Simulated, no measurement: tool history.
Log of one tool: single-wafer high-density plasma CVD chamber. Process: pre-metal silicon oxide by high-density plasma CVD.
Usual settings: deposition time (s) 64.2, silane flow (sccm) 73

| run | day | deposition time (s) | silane flow (sccm) | wafers since the last listed run | hours since the silane flow controller was replaced | hours since the gauge calibration | read-back reference wafer on the same gauge, thickness_nm | mean film thickness on the monitor wafer (Å) |
|---|---|---|---|---|---|---|---|---|
| 1 | 0.000 | 64.2 | 73 | 0 | 5151.4 | 113.4 | 452.186 | 4665.02 |
| 2 | 0.783 | 64.2 | 73 | 220 | 5170.2 | 132.2 | 452.015 | 4649.20 |
| 3 | 1.529 | 64.2 | 73 | 209 | 5188.1 | 150.1 | 452.101 | 4654.72 |
| 4 | 2.204 | 64.2 | 73 | 189 | 5204.3 | 166.3 | 451.914 | 4661.54 |
| 5 | 3.404 | 64.2 | 73 | 337 | 5233.1 | 195.1 | 451.993 | 4648.05 |
| 6 | 4.208 | 59.2 | 73 | 226 | 5252.4 | 214.4 | 451.652 | 4290.08 |
| 7 | 5.496 | 59.2 | 73 | 362 | 5283.3 | 245.3 | 452.046 | 4307.08 |
|  | 8.212 | gauge calibrated |
| 8 | 9.275 | 70.5 | 73 | 1063 | 5374.0 | 25.5 | 452.163 | 5128.03 |
| 9 | 10.350 | 59.7 | 73 | 302 | 5399.8 | 51.3 | 452.061 | 4331.33 |
|  | 11.421 | silane flow controller replaced |
| 10 | 12.188 | 72.5 | 73 | 423 | 18.4 | 95.4 | 452.113 | 4639.48 |
| 11 | 12.958 | 70.3 | 73 | 216 | 36.9 | 113.9 | 451.904 | 4517.93 |
|  | 14.421 | silane flow controller replaced, repeated, since the last time left the tool worse |
| 12 | 14.442 | 59.2 | 73 | 323 | 0.5 | 149.5 | 451.789 | 4117.98 |

The next listed run, before its measurement:
| 13 | 15.446 | 68.7 | 63 | 282 | 24.6 | 173.6 | ? | ? |

read-back reference wafer on the same gauge, thickness_nm: 452.117
mean film thickness on the monitor wafer (Å): 4109.23
Without the tool's hidden state the same run would have given mean film thickness on the monitor wafer (Å) 4108.79.

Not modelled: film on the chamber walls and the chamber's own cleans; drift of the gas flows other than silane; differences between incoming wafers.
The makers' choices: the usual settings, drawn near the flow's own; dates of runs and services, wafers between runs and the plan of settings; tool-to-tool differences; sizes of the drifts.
